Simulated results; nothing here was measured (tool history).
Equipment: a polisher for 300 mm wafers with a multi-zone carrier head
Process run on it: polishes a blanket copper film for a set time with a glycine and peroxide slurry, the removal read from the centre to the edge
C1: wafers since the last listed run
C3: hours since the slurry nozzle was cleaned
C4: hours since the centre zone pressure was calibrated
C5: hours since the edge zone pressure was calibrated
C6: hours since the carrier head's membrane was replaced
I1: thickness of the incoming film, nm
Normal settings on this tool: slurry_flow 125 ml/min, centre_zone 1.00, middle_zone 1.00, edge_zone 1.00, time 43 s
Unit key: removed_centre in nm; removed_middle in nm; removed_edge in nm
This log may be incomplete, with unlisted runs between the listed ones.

{"run": 1, "day": 0.0, "slurry_flow": 125, "centre_zone": 1.0, "middle_zone": 1.0, "edge_zone": 1.0, "time": 43, "C1": 0, "wafers polished on this pad": 2061, "C3": 60.8, "C4": 489.8, "C5": 426.6, "C6": 186.2, "I1": 1079.0, "removed_centre": 193.9, "removed_middle": 197.1, "removed_edge": 197.2}
{"run": 2, "day": 1.954, "slurry_flow": 125, "centre_zone": 1.0, "middle_zone": 1.0, "edge_zone": 1.0, "time": 43, "C1": 510, "wafers polished on this pad": 2571, "C3": 107.7, "C4": 536.7, "C5": 473.5, "C6": 233.1, "I1": 1065.3, "removed_centre": 179.0, "removed_middle": 184.7, "removed_edge": 183.6}
{"day": 2.342, "done": "centre zone pressure recalibrated"}
{"day": 2.608, "done": "worn pad replaced by a new one"}
{"run": 3, "day": 3.717, "slurry_flow": 125, "centre_zone": 1.0, "middle_zone": 1.0, "edge_zone": 0.91, "time": 43, "C1": 394, "wafers polished on this pad": 289, "C3": 150.0, "C4": 33.0, "C5": 515.8, "C6": 275.4, "I1": 1081.2, "removed_centre": 203.7, "removed_middle": 206.3, "removed_edge": 193.7}
{"run": 4, "day": 6.471, "slurry_flow": 125, "centre_zone": 1.0, "middle_zone": 1.0, "edge_zone": 1.0, "time": 43, "C1": 719, "wafers polished on this pad": 1008, "C3": 216.1, "C4": 99.1, "C5": 581.9, "C6": 341.5, "I1": 1059.0, "removed_centre": 194.9, "removed_middle": 200.7, "removed_edge": 199.1}
{"day": 8.417, "done": "slurry nozzle cleaned"}
{"day": 12.812, "done": "worn pad replaced by a new one"}
{"run": 5, "day": 13.692, "slurry_flow": 125, "centre_zone": 1.0, "middle_zone": 1.0, "edge_zone": 1.0, "time": 43, "C1": 1830, "wafers polished on this pad": 229, "C3": 126.6, "C4": 272.4, "C5": 755.2, "C6": 514.8, "I1": 1057.7, "removed_centre": 200.5, "removed_middle": 209.3, "removed_edge": 208.2}
{"run": 6, "day": 15.679, "slurry_flow": 125, "centre_zone": 1.0, "middle_zone": 1.0, "edge_zone": 1.0, "time": 43, "C1": 518, "wafers polished on this pad": 748, "C3": 174.3, "C4": 320.1, "C5": 802.9, "C6": 562.5, "I1": 1051.1, "removed_centre": 194.8, "removed_middle": 203.8, "removed_edge": 203.7}
{"run": 7, "day": 18.108, "slurry_flow": 125, "centre_zone": 1.0, "middle_zone": 1.0, "edge_zone": 1.0, "time": 43, "C1": 634, "wafers polished on this pad": 1383, "C3": 232.6, "C4": 378.4, "C5": 861.2, "C6": 620.8, "I1": 1071.1, "removed_centre": 188.7, "removed_middle": 198.2, "removed_edge": 197.5}
{"day": 18.588, "done": "slurry nozzle cleaned"}
{"run": 8, "day": 19.525, "slurry_flow": 125, "centre_zone": 1.0, "middle_zone": 1.0, "edge_zone": 1.0, "time": 43, "C1": 359, "wafers polished on this pad": 1742, "C3": 22.5, "C4": 412.4, "C5": 895.2, "C6": 654.8, "I1": 1061.5, "removed_centre": 207.1, "removed_middle": 208.1, "removed_edge": 206.2}
{"day": 20.733, "done": "carrier head's membrane replaced by a new one"}
{"run": 9, "day": 20.992, "slurry_flow": 125, "centre_zone": 1.0, "middle_zone": 1.0, "edge_zone": 1.0, "time": 43, "C1": 328, "wafers polished on this pad": 2070, "C3": 57.7, "C4": 447.6, "C5": 930.4, "C6": 6.2, "I1": 1053.9, "removed_centre": 193.7, "removed_middle": 199.5, "removed_edge": 198.3}
{"day": 21.967, "done": "centre zone pressure recalibrated"}
{"run": 10, "day": 23.104, "slurry_flow": 125, "centre_zone": 1.0, "middle_zone": 1.0, "edge_zone": 1.0, "time": 43, "C1": 529, "wafers polished on this pad": 2600, "C3": 108.4, "C4": 27.3, "C5": 981.1, "C6": 56.9, "I1": 1047.7, "removed_centre": 176.7, "removed_middle": 185.6, "removed_edge": 185.4}
{"day": 23.758, "done": "worn pad replaced by a new one"}
{"run": 11, "day": 24.321, "slurry_flow": 125, "centre_zone": 1.0, "middle_zone": 1.0, "edge_zone": 1.0, "time": 43, "C1": 274, "wafers polished on this pad": 146, "C3": 137.6, "C4": 56.5, "C5": 1010.3, "C6": 86.1, "I1": 1068.6, "removed_centre": 201.6, "removed_middle": 203.8, "removed_edge": 206.3}
{"run": 12, "day": 26.896, "slurry_flow": 125, "centre_zone": 1.0, "middle_zone": 1.0, "edge_zone": 1.0, "time": 43, "C1": 672, "wafers polished on this pad": 818, "C3": 199.4, "C4": 118.3, "C5": 1072.1, "C6": 147.9, "I1": 1060.2, "removed_centre": 193.9, "removed_middle": 199.9, "removed_edge": 201.2}
{"run": 13, "day": 29.108, "slurry_flow": 125, "centre_zone": 1.0, "middle_zone": 1.0, "edge_zone": 1.0, "time": 43, "C1": 577, "wafers polished on this pad": 1396, "C3": 252.5, "C4": 171.4, "C5": 1125.2, "C6": 201.0, "I1": 1060.9, "removed_centre": 182.9, "removed_middle": 193.7, "removed_edge": 200.0}
{"day": 29.675, "done": "slurry nozzle cleaned"}
{"day": 29.804, "done": "edge zone pressure recalibrated"}
{"run": 14, "day": 31.817, "slurry_flow": 125, "centre_zone": 1.12, "middle_zone": 1.0, "edge_zone": 1.0, "time": 51, "C1": 674, "wafers polished on this pad": 2070, "C3": 51.4, "C4": 236.4, "C5": 48.3, "C6": 266.0, "I1": 1064.6, "removed_centre": 262.3, "removed_middle": 237.9, "removed_edge": 236.6}
{"run": 15, "day": 33.346, "slurry_flow": 125, "centre_zone": 1.0, "middle_zone": 1.0, "edge_zone": 1.0, "time": 35, "C1": 399, "wafers polished on this pad": 2470, "C3": 88.1, "C4": 273.1, "C5": 85.0, "C6": 302.7, "I1": 1065.4, "removed_centre": 152.4, "removed_middle": 156.8, "removed_edge": 153.8}
{"day": 35.171, "done": "worn pad replaced by a new one"}
{"run": 16, "day": 36.088, "slurry_flow": 160, "centre_zone": 1.0, "middle_zone": 1.0, "edge_zone": 1.0, "time": 43, "C1": 672, "wafers polished on this pad": 239, "C3": 153.9, "C4": 338.9, "C5": 150.8, "C6": 368.5, "I1": 1055.5, "removed_centre": 210.8, "removed_middle": 216.9, "removed_edge": 211.2}
{"day": 39.529, "done": "slurry nozzle cleaned"}
{"day": 41.138, "done": "centre zone pressure recalibrated"}
{"run": 17, "day": 41.158, "slurry_flow": 165, "centre_zone": 1.0, "middle_zone": 1.0, "edge_zone": 1.05, "time": 50, "C1": 1291, "wafers polished on this pad": 1531, "C3": 39.1, "C4": 0.5, "C5": 272.5, "C6": 490.2, "I1": 1056.7, "removed_centre": 250.4, "removed_middle": 254.1, "removed_edge": 251.2}

Run 18 comes next. What will it give?
{"run": 18, "day": 42.85, "slurry_flow": 125, "centre_zone": 1.0, "middle_zone": 0.93, "edge_zone": 1.0, "time": 43, "C1": 441, "wafers polished on this pad": 1972, "C3": 79.7, "C4": 41.1, "C5": 313.1, "C6": 530.8, "I1": 1056.9, "removed_centre": "?", "removed_middle": "?", "removed_edge": "?"}

Run 18 measured removed_centre 187.1 nm, removed_middle 185.5 nm, removed_edge 195.5 nm.
Minus the tool's unlogged condition, the same run would have read removed_centre 214.7 nm, removed_middle 211.1 nm, removed_edge 218.5 nm.

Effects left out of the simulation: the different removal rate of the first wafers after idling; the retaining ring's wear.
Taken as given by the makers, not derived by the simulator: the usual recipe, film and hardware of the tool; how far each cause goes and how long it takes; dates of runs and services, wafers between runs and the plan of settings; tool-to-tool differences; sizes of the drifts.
